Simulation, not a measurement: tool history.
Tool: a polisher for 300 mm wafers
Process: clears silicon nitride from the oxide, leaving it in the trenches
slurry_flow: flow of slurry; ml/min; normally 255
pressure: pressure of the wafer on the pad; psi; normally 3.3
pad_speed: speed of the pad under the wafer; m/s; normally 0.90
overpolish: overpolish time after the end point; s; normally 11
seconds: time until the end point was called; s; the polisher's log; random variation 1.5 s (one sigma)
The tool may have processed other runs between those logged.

run,hour,slurry_flow,pressure,pad_speed,overpolish,"incoming thickness of the incoming film, nm",seconds
1,0.0,255,3.3,0.90,11,147.6,132.7
2,37.2,255,3.3,0.90,11,149.7,133.3
3,79.7,255,3.3,0.90,11,152.3,135.3
4,131.6,255,3.3,0.90,11,149.9,138.9
5,157.4,255,3.3,0.90,11,149.7,135.8
6,203.8,255,3.8,0.90,11,148.9,120.9
7,359.3,255,3.3,0.78,11,150.5,166.3
8,409.3,255,3.3,0.90,11,150.4,127.4
9,442.8,255,3.3,0.90,11,150.5,126.3
10,487.9,170,3.9,0.90,11,152.8,117.4
11,544.5,195,4.0,0.90,14,150.0,110.2
12,615.8,255,2.7,1.02,17,150.2,131.7
13,685.8,290,2.3,0.90,16,151.0,173.9
14,722.0,225,4.5,0.90,11,150.1,101.3
15,786.1,255,3.0,1.10,11,152.3,118.0
16,817.4,255,2.8,0.90,11,151.7,147.4
17,869.5,255,3.0,1.10,11,150.7,117.1

Withheld: 7 entries from between the runs. Position of each, and hidden state at the listed run before versus the listed run after:
In the gap between runs 3 and 4: worn pad replaced by a new one (hour 131.1)
  deviation of the head's pressure from its setpoint, %: -6.86 -> -7.96
  difference, measured minus the result without the unlogged condition, seconds: +7.9 -> +9.4 s
In the gap between runs 6 and 7: worn pad replaced by a new one (hour 306.8)
  deviation of the head's pressure from its setpoint, %: -9.64 -> -13.8
  difference, measured minus the result without the unlogged condition, seconds: +9.9 -> +19.5 s
In the gap between runs 7 and 8: head pressure recalibrated (hour 381.9)
  deviation of the head's pressure from its setpoint, %: -13.8 -> 1.09
  difference, measured minus the result without the unlogged condition, seconds: +19.5 -> -1.2 s
In the gap between runs 10 and 11: worn pad replaced by a new one (hour 492.3); slurry nozzle cleaned (hour 534.0)
  deviation of the head's pressure from its setpoint, %: 0.927 -> 0.696
  difference, measured minus the result without the unlogged condition, seconds: -1.0 -> -0.6 s
In the gap between runs 12 and 13: worn pad replaced by a new one (hour 682.3)
  deviation of the head's pressure from its setpoint, %: 0.266 -> -0.307
  difference, measured minus the result without the unlogged condition, seconds: -0.2 -> +0.4 s
In the gap between runs 16 and 17: worn pad replaced by a new one (hour 869.0)
  deviation of the head's pressure from its setpoint, %: -1.79 -> -2.52
  difference, measured minus the result without the unlogged condition, seconds: +2.3 -> +2.5 s

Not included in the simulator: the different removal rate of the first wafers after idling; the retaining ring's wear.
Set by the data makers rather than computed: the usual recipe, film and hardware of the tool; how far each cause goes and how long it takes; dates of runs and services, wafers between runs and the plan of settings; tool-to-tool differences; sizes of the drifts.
